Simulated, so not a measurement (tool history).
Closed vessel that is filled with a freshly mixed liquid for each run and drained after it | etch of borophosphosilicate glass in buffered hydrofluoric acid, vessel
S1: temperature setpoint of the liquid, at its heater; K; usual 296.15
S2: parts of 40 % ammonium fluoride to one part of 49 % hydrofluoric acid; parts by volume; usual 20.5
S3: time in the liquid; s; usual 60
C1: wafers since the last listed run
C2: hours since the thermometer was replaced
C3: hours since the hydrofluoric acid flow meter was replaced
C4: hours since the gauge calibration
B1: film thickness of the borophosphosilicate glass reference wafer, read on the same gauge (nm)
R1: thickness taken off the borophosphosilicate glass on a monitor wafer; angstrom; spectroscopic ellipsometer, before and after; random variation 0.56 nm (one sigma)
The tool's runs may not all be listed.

run 1 hour=0 | S1=296.15 S2=20.5 S3=60 | C1=0 C2=211.2 C3=333.3 C4=1284.4 | B1=110 | R1=900.1
run 2 hour=87.3 | S1=292.65 S2=20.5 S3=60 | C1=9886 C2=298.5 C3=420.6 C4=1371.7 | B1=110 | R1=744.6
run 3 hour=178.3 | S1=292.65 S2=20.5 S3=60 | C1=10305 C2=389.5 C3=511.6 C4=1462.7 | B1=110.01 | R1=742.2
run 4 hour=283 | S1=292.65 S2=20.5 S3=60 | C1=11857 C2=494.2 C3=616.3 C4=1567.4 | B1=110 | R1=759.9
run 5 hour=335 | S1=296.15 S2=20.5 S3=60 | C1=5889 C2=546.2 C3=668.3 C4=1619.4 | B1=110.01 | R1=922.6
run 6 hour=382.9 | S1=296.15 S2=20.5 S3=60 | C1=5424 C2=594.1 C3=716.2 C4=1667.3 | B1=110.02 | R1=918.2
run 7 hour=487.2 | S1=295.15 S2=20.5 S3=60 | C1=11812 C2=698.4 C3=820.5 C4=1771.6 | B1=109.99 | R1=877.8
-- hour=560.2 gauge calibrated
run 8 hour=593.5 | S1=295.15 S2=20.5 S3=60 | C1=12038 C2=804.7 C3=926.8 C4=33.3 | B1=109.99 | R1=877.2
-- hour=676.8 thermometer replaced
run 9 hour=677.3 | S1=295.15 S2=20.5 S3=60 | C1=9377 C2=0.5 C3=1010.6 C4=117.1 | B1=109.99 | R1=879
run 10 hour=776.7 | S1=296.15 S2=20.5 S3=35 | C1=11257 C2=99.9 C3=1110 C4=216.5 | B1=110 | R1=554.7
-- hour=803.5 hydrofluoric acid flow meter replaced
run 11 hour=859.7 | S1=296.15 S2=20.5 S3=35 | C1=9286 C2=182.9 C3=56.2 C4=299.5 | B1=109.99 | R1=516
run 12 hour=922.2 | S1=296.15 S2=20.5 S3=60 | C1=7078 C2=245.4 C3=118.7 C4=362 | B1=110 | R1=886.4
run 13 hour=991.9 | S1=297.65 S2=18 S3=95 | C1=7893 C2=315.1 C3=188.4 C4=431.7 | B1=110.03 | R1=1719.6
run 14 hour=1091.7 | S1=297.65 S2=18 S3=95 | C1=11302 C2=414.9 C3=288.2 C4=531.5 | B1=110 | R1=1739.4
run 15 hour=1316.1 | S1=296.15 S2=20.5 S3=60 | C1=25413 C2=639.3 C3=512.6 C4=755.9 | B1=110 | R1=912.3
run 16 hour=1385 | S1=296.15 S2=18 S3=40 | C1=7802 C2=708.2 C3=581.5 C4=824.8 | B1=110 | R1=682.4
run 17 hour=1489.9 | S1=299.65 S2=23 S3=85 | C1=11879 C2=813.1 C3=686.4 C4=929.7 | B1=110.01 | R1=1436.2
-- hour=1491.3 thermometer replaced
run 18 hour=1560 | S1=293.65 S2=18 S3=80 | C1=7825 C2=68.7 C3=756.5 C4=999.8 | B1=109.98 | R1=1232.2
run 19 hour=1628.2 | S1=297.65 S2=18 S3=95 | C1=7723 C2=136.9 C3=824.7 C4=1068 | B1=110.01 | R1=1819.2
-- hour=1716.3 hydrofluoric acid flow meter replaced
run 20 hour=1724.6 | S1=299.65 S2=20.5 S3=60 | C1=10804 C2=233.3 C3=8.3 C4=1164.4 | B1=110.01 | R1=1068.3
run 21 hour=1778.6 | S1=300.65 S2=24.5 S3=75 | C1=6115 C2=287.3 C3=62.3 C4=1218.4 | B1=109.98 | R1=1232.1
run 22 hour=1928.5 | S1=294.15 S2=20.5 S3=45 | C1=16976 C2=437.2 C3=212.2 C4=1368.3 | B1=110 | R1=597.2
run 23 hour=1971.7 | S1=292.15 S2=18 S3=95 | C1=4892 C2=480.4 C3=255.4 C4=1411.5 | B1=109.99 | R1=1261.3
run 24 hour=2044.2 | S1=296.15 S2=20.5 S3=60 | C1=8210 C2=552.9 C3=327.9 C4=1484 | B1=110 | R1=891.9
run 25 hour=2134.6 | S1=300.65 S2=20.5 S3=60 | C1=10237 C2=643.3 C3=418.3 C4=1574.4 | B1=110.01 | R1=1148.9
run 26 hour=2186.3 | S1=296.15 S2=15 S3=50 | C1=5855 C2=695 C3=470 C4=1626.1 | B1=109.98 | R1=1022.4
run 27 hour=2256.3 | S1=292.65 S2=14.5 S3=90 | C1=7927 C2=765 C3=540 C4=1696.1 | B1=110 | R1=1571.3
run 28 hour=2302.4 | S1=294.65 S2=17.5 S3=35 | C1=5220 C2=811.1 C3=586.1 C4=1742.2 | B1=110.02 | R1=574.1
run 29 hour=2354.2 | S1=296.15 S2=20.5 S3=60 | C1=5866 C2=862.9 C3=637.9 C4=1794 | B1=109.99 | R1=914.8
run 30 hour=2392.8 | S1=296.15 S2=20.5 S3=60 | C1=4371 C2=901.5 C3=676.5 C4=1832.6 | B1=109.99 | R1=913.1
-- hour=2397 thermometer replaced
run 31 hour=2477.2 | S1=294.65 S2=17.5 S3=35 | C1=9445 C2=80.2 C3=760.9 C4=1917 | B1=110 | R1=579.9

Forecast each of these 4 alternatives for the next run:
run A hour=2477.9 | S1=296.15 S2=20.5 S3=60 | C1=79 C2=80.9 C3=761.6 C4=1917.7 | B1=? | R1=?
run B hour=2477.9 | S1=296.15 S2=20.5 S3=75 | C1=79 C2=80.9 C3=761.6 C4=1917.7 | B1=? | R1=?
run C hour=2477.9 | S1=292.15 S2=24 S3=60 | C1=79 C2=80.9 C3=761.6 C4=1917.7 | B1=? | R1=?
run D hour=2477.9 | S1=293.15 S2=15.5 S3=75 | C1=79 C2=80.9 C3=761.6 C4=1917.7 | B1=? | R1=?

run=A B1=110.01 R1=916.2
run=B B1=110.01 R1=1145.2
run=C B1=110.01 R1=651
run=D B1=110.01 R1=1280.6
Without the tool's hidden state the same runs would have given:
run=A R1=866.7
run=B R1=1083.4
run=C R1=622.9
run=D R1=1202.7
